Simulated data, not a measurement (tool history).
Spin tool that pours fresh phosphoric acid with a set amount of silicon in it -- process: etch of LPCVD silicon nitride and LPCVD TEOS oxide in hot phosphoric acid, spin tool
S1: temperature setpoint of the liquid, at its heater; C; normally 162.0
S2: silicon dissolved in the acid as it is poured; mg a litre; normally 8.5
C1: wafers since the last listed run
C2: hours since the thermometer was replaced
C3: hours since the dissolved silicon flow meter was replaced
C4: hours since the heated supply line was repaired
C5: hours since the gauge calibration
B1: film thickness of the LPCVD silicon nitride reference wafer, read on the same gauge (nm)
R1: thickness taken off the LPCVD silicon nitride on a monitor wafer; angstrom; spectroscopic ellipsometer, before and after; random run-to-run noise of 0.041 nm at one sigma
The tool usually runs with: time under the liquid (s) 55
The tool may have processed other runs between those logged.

Run 1, hour 0.0: usual settings; C1 0; C2 622.1; C3 1097.7; C4 0.4; C5 44.3; B1 130.007. Result: R1 45.39 angstrom.
Run 2, hour 59.9: usual settings but S2 13.5 mg a litre; C1 807; C2 682.0; C3 1157.6; C4 60.3; C5 104.2; B1 129.997. Result: R1 45.84 angstrom.
Run 3, hour 107.2: usual settings but S2 2.0 mg a litre; C1 637; C2 729.3; C3 1204.9; C4 107.6; C5 151.5; B1 129.998. Result: R1 45.22 angstrom.
Run 4, hour 173.7: usual settings but S1 164.5 C, S2 6.5 mg a litre; C1 896; C2 795.8; C3 1271.4; C4 174.1; C5 218.0; B1 130.012. Result: R1 49.20 angstrom.
At hour 177.7: thermometer replaced.
Run 5, hour 237.7: usual settings but S1 164.5 C, S2 13.5 mg a litre, time under the liquid (s) 35; C1 849; C2 60.0; C3 1335.4; C4 238.1; C5 282.0; B1 130.002. Result: R1 30.86 angstrom.
Run 6, hour 267.7: usual settings but S2 10.5 mg a litre, time under the liquid (s) 40; C1 404; C2 90.0; C3 1365.4; C4 268.1; C5 312.0; B1 129.995. Result: R1 32.88 angstrom.
Run 7, hour 301.8: usual settings; C1 459; C2 124.1; C3 1399.5; C4 302.2; C5 346.1; B1 129.991. Result: R1 45.18 angstrom.
Run 8, hour 327.4: usual settings but S1 165.0 C; C1 345; C2 149.7; C3 1425.1; C4 327.8; C5 371.7; B1 129.996. Result: R1 49.57 angstrom.
Run 9, hour 375.5: usual settings; C1 648; C2 197.8; C3 1473.2; C4 375.9; C5 419.8; B1 129.990. Result: R1 44.05 angstrom.
Run 10, hour 407.3: usual settings but time under the liquid (s) 40; C1 428; C2 229.6; C3 1505.0; C4 407.7; C5 451.6; B1 129.977. Result: R1 33.10 angstrom.
Run 11, hour 459.3: usual settings but S1 163.0 C, S2 13.0 mg a litre, time under the liquid (s) 90; C1 700; C2 281.6; C3 1557.0; C4 459.7; C5 503.6; B1 129.990. Result: R1 75.88 angstrom.
Run 12, hour 620.2: usual settings but S1 164.0 C, S2 10.5 mg a litre, time under the liquid (s) 85; C1 2168; C2 442.5; C3 1717.9; C4 620.6; C5 664.5; B1 130.023. Result: R1 74.19 angstrom.
Run 13, hour 655.8: usual settings but S2 6.0 mg a litre; C1 479; C2 478.1; C3 1753.5; C4 656.2; C5 700.1; B1 130.010. Result: R1 44.49 angstrom.
Run 14, hour 691.6: usual settings but S1 163.0 C, S2 5.5 mg a litre, time under the liquid (s) 35; C1 482; C2 513.9; C3 1789.3; C4 692.0; C5 735.9; B1 130.004. Result: R1 29.58 angstrom.
At hour 715.3: dissolved silicon flow meter replaced.
Run 15, hour 737.5: usual settings; C1 605; C2 559.8; C3 22.2; C4 737.9; C5 781.8; B1 130.005. Result: R1 44.38 angstrom.
Run 16, hour 761.6: usual settings; C1 324; C2 583.9; C3 46.3; C4 762.0; C5 805.9; B1 129.988. Result: R1 44.85 angstrom.
Run 17, hour 824.7: usual settings but S1 159.5 C, S2 12.0 mg a litre, time under the liquid (s) 70; C1 850; C2 647.0; C3 109.4; C4 825.1; C5 869.0; B1 130.030. Result: R1 51.96 angstrom.
Run 18, hour 876.4: usual settings but time under the liquid (s) 35; C1 696; C2 698.7; C3 161.1; C4 876.8; C5 920.7; B1 129.997. Result: R1 28.56 angstrom.
At hour 940.1: thermometer replaced.
Run 19, hour 1065.7: usual settings but S1 160.5 C, S2 12.0 mg a litre, time under the liquid (s) 70; C1 2537; C2 125.6; C3 350.4; C4 1066.1; C5 1110.0; B1 129.993. Result: R1 53.07 angstrom.
Run 20, hour 1109.6: usual settings; C1 591; C2 169.5; C3 394.3; C4 1110.0; C5 1153.9; B1 130.002. Result: R1 44.94 angstrom.
Run 21, hour 1155.7: usual settings but time under the liquid (s) 90; C1 621; C2 215.6; C3 440.4; C4 1156.1; C5 1200.0; B1 129.991. Result: R1 72.85 angstrom.

5 options for the next run, each taken on its own from the tool as it stands now. Forecast them:
Run A, hour 1156.1: usual settings but time under the liquid (s) 65; C1 5; C2 216.0; C3 440.8; C4 1156.5; C5 1200.4; B1 ?. Result: R1 ?.
Run B, hour 1156.1: usual settings but S1 164.5 C; C1 5; C2 216.0; C3 440.8; C4 1156.5; C5 1200.4; B1 ?. Result: R1 ?.
Run C, hour 1156.1: usual settings but S2 3.0 mg a litre, time under the liquid (s) 85; C1 5; C2 216.0; C3 440.8; C4 1156.5; C5 1200.4; B1 ?. Result: R1 ?.
Run D, hour 1156.1: usual settings but S1 164.0 C, time under the liquid (s) 40; C1 5; C2 216.0; C3 440.8; C4 1156.5; C5 1200.4; B1 ?. Result: R1 ?.
Run E, hour 1156.1: usual settings but time under the liquid (s) 30; C1 5; C2 216.0; C3 440.8; C4 1156.5; C5 1200.4; B1 ?. Result: R1 ?.

run       B1     R1
  A  130.003  52.91
  B  130.003  48.65
  C  130.003  69.18
  D  130.003  34.80
  E  130.003  24.42
Without the tool's unlogged condition, the same runs would have read:
run     R1
  A  54.66
  B  50.24
  C  71.48
  D  35.94
  E  25.23

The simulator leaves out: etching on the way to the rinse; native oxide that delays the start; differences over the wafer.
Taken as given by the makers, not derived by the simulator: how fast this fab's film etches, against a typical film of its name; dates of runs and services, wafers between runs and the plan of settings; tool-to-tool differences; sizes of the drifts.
